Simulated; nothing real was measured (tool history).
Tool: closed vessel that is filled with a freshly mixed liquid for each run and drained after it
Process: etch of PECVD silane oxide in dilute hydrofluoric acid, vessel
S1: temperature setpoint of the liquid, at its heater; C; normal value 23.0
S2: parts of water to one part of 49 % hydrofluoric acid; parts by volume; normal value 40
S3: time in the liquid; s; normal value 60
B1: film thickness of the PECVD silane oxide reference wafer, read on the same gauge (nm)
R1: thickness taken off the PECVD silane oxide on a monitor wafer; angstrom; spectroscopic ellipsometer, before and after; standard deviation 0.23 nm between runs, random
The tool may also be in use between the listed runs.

run	hour	S1	S2	S3	B1	R1
1	0.0	23.0	40	60	29.98	552.0
2	70.4	23.0	40	60	30.01	550.7
3	128.4	23.0	40	60	30.03	561.7
4	189.9	23.0	40	60	29.98	562.4
5	250.4	23.0	40	60	29.97	561.9
# hour 315.4: thermometer replaced
6	315.9	23.0	40	60	30.01	532.5
# hour 335.5: hydrofluoric acid flow meter replaced
7	367.0	23.0	40	60	29.98	508.5
8	403.9	23.0	40	60	29.99	512.7
9	463.8	23.0	40	60	30.05	518.7
10	527.5	23.0	40	60	30.00	519.3
# hour 582.7: gauge calibrated
11	597.8	18.5	30	50	29.98	490.6
12	648.4	23.0	55	75	30.02	467.6
13	680.8	24.5	45	50	29.98	417.6
14	708.9	23.0	40	60	30.04	530.5
15	737.9	23.0	45	50	29.98	392.9
16	794.3	18.5	50	80	30.01	465.3
17	821.9	23.0	40	60	30.01	542.2
18	887.3	23.0	30	60	29.97	726.9
19	919.1	23.0	55	60	29.97	387.5
20	966.1	19.5	40	90	30.02	711.3
21	1030.5	27.0	40	75	30.02	814.1

What if the next run were any one of these 4? Each begins from the tool's condition after run 21:
A	1031.2	23.0	40	60	?	?
B	1031.2	26.5	25	50	?	?
C	1031.2	27.0	55	35	?	?
D	1031.2	19.5	40	60	?	?

run	B1	R1
A	29.99	545.4
B	29.99	857.3
C	29.99	266.8
D	29.99	470.6
With no hidden state in the tool, these same runs would have given:
run	R1
A	505.3
B	795.4
C	247.4
D	435.7
